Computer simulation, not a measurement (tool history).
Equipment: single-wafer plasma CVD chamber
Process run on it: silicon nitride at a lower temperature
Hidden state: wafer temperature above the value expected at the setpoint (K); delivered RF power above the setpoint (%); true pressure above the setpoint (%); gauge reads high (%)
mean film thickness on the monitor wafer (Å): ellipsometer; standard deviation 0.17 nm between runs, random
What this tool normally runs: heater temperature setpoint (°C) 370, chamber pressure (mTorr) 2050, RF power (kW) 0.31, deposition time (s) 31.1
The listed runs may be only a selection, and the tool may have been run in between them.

run,hour,heater temperature setpoint (°C),chamber pressure (mTorr),RF power (kW),deposition time (s),wafers since the last listed run,hours since the last thermocouple change,hours since the last RF generator calibration,hours since the last manometer calibration,hours since the showerhead was replaced,hours since the gauge calibration,"read-back reference wafer on the same gauge, thickness_nm",mean film thickness on the monitor wafer (Å)
1,0,370,2050,0.31,31.1,0,1650.9,1522.9,706.4,6730.4,328.3,41.192,365.3
2,35.9,370,2050,0.31,31.1,541,1686.8,1558.8,742.3,6766.3,364.2,41.206,364.1
3,68.6,370,2050,0.325,31.1,493,1719.5,1591.5,775,6799,396.9,41.189,376.41
4,107.8,370,2050,0.325,31.1,591,1758.7,1630.7,814.2,6838.2,436.1,41.191,373.38
5,138.1,370,2050,0.325,31.1,457,1789,1661,844.5,6868.5,466.4,41.185,373.86
# hour 156.4: gauge calibrated
6,169.9,373,2050,0.34,31.1,479,1820.8,1692.8,876.3,6900.3,13.5,41.157,386.34
7,200.2,373,2050,0.34,31.1,457,1851.1,1723.1,906.6,6930.6,43.8,41.21,386.17
8,233.6,370,2050,0.31,31.1,503,1884.5,1756.5,940,6964,77.2,41.196,364.36
9,297.5,370,2360,0.31,31.1,964,1948.4,1820.4,1003.9,7027.9,141.1,41.222,383.92
10,325.1,370,2360,0.31,31.1,416,1976,1848,1031.5,7055.5,168.7,41.23,377.99
11,395.1,370,2360,0.31,31.1,1056,2046,1918,1101.5,7125.5,238.7,41.272,379.44
12,424.8,370,2050,0.31,31.1,448,2075.7,1947.7,1131.2,7155.2,268.4,41.166,359.27
13,471.8,370,2050,0.31,31.1,709,2122.7,1994.7,1178.2,7202.2,315.4,41.255,361.56
# hour 510: thermocouple changed; heater temperature recalibrated
14,587,383,2050,0.31,25.3,1617,77,2109.9,1293.4,7317.4,430.6,41.213,292.37
15,619.7,370,2050,0.31,31.1,493,109.7,2142.6,1326.1,7350.1,463.3,41.175,357.58
# hour 635.2: showerhead replaced
16,661.7,379,2050,0.31,31.1,512,151.7,2184.6,1368.1,26.5,505.3,41.223,357.79
# hour 681.5: gauge calibrated
17,712,364,2050,0.31,33.8,758,202,2234.9,1418.4,76.8,30.5,41.196,386.79
# hour 754.2: RF generator calibrated
# hour 768.8: capacitance manometer re-zeroed and calibrated
18,772.3,370,2050,0.31,29.5,668,262.3,18.1,3.5,137.1,90.8,41.216,347.88
19,808.3,370,2050,0.25,27.8,543,298.3,54.1,39.5,173.1,126.8,41.247,283.17
20,856.5,370,1610,0.31,29.2,727,346.5,102.3,87.7,221.3,175,41.185,314.61
21,924.7,358,2050,0.335,31.1,1028,414.7,170.5,155.9,289.5,243.2,41.169,385.74
22,969.6,370,2050,0.33,35.5,677,459.6,215.4,200.8,334.4,288.1,41.215,436.47

Across each entry between runs, compare the hidden state at the last listed run before it with the hidden state at the first listed run after it:
From run 5 to run 6: gauge calibrated (hour 156.4)
  true pressure above the setpoint (%): -3.34 -> -3.56
  measured less the result without the state, mean film thickness on the monitor wafer (Å): -4.29 -> -4.74
From run 13 to run 14: thermocouple changed; heater temperature recalibrated (hour 510)
  true pressure above the setpoint (%): -6.06 -> -7.21
  measured less the result without the state, mean film thickness on the monitor wafer (Å): -7.92 -> -7.75
From run 15 to run 16: showerhead replaced (hour 635.2)
  true pressure above the setpoint (%): -7.56 -> -8.02
  measured less the result without the state, mean film thickness on the monitor wafer (Å): -9.97 -> -10.65
From run 16 to run 17: gauge calibrated (hour 681.5)
  true pressure above the setpoint (%): -8.02 -> -8.58
  measured less the result without the state, mean film thickness on the monitor wafer (Å): -10.65 -> -12.41
From run 17 to run 18: RF generator calibrated (hour 754.2); capacitance manometer re-zeroed and calibrated (hour 768.8)
  true pressure above the setpoint (%): -8.58 -> -0.228
  measured less the result without the state, mean film thickness on the monitor wafer (Å): -12.41 -> -0.27
